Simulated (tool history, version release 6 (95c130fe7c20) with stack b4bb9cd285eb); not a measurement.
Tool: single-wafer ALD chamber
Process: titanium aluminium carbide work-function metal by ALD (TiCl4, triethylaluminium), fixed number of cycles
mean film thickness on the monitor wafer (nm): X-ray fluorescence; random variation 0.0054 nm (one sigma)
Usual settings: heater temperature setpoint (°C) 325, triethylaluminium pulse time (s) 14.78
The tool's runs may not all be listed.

| run | hour | heater temperature setpoint (°C) | triethylaluminium pulse time (s) | wafers since the last listed run | hours since the last thermocouple change | hours since the last triethylaluminium bottle change | hours since the showerhead was replaced | hours since the gauge calibration | read-back reference wafer on the same gauge, thickness_nm | mean film thickness on the monitor wafer (nm) |
|---|---|---|---|---|---|---|---|---|---|---|
| 1 | 0.0 | 325 | 14.78 | 0 | 1738.2 | 1686.6 | 3428.4 | 31.8 | 2.180 | 2.071 |
| 2 | 13.2 | 313 | 14.78 | 147 | 1751.4 | 1699.8 | 3441.6 | 45.0 | 2.180 | 1.954 |
| 3 | 34.1 | 325 | 14.78 | 234 | 1772.3 | 1720.7 | 3462.5 | 65.9 | 2.179 | 2.062 |
| 4 | 69.0 | 325 | 14.78 | 390 | 1807.2 | 1755.6 | 3497.4 | 100.8 | 2.179 | 2.060 |
| 5 | 92.7 | 325 | 12.27 | 265 | 1830.9 | 1779.3 | 3521.1 | 124.5 | 2.180 | 1.976 |
| 6 | 113.1 | 325 | 14.78 | 228 | 1851.3 | 1799.7 | 3541.5 | 144.9 | 2.179 | 2.050 |
|  | 137.7 | triethylaluminium bottle replaced |
| 7 | 138.2 | 325 | 14.78 | 191 | 1876.4 | 0.5 | 3566.6 | 170.0 | 2.180 | 2.149 |
| 8 | 153.2 | 325 | 14.78 | 168 | 1891.4 | 15.5 | 3581.6 | 185.0 | 2.178 | 2.148 |
|  | 161.9 | thermocouple changed; heater temperature recalibrated |
| 9 | 188.8 | 325 | 14.78 | 309 | 26.9 | 51.1 | 3617.2 | 220.6 | 2.180 | 2.142 |
| 10 | 213.6 | 325 | 14.78 | 277 | 51.7 | 75.9 | 3642.0 | 245.4 | 2.179 | 2.154 |
| 11 | 242.5 | 319 | 10.65 | 323 | 80.6 | 104.8 | 3670.9 | 274.3 | 2.179 | 2.021 |
| 12 | 267.4 | 321 | 14.78 | 278 | 105.5 | 129.7 | 3695.8 | 299.2 | 2.181 | 2.111 |

Run 13 comes next. What will it give?
| 13 | 284.0 | 325 | 14.78 | 185 | 122.1 | 146.3 | 3712.4 | 315.8 | ? | ? |

{"run 13": {"read-back reference wafer on the same gauge, thickness_nm": 2.179, "mean film thickness on the monitor wafer (nm)": 2.134}}
Without the tool's hidden state the same run would have given mean film thickness on the monitor wafer (nm) 2.141.

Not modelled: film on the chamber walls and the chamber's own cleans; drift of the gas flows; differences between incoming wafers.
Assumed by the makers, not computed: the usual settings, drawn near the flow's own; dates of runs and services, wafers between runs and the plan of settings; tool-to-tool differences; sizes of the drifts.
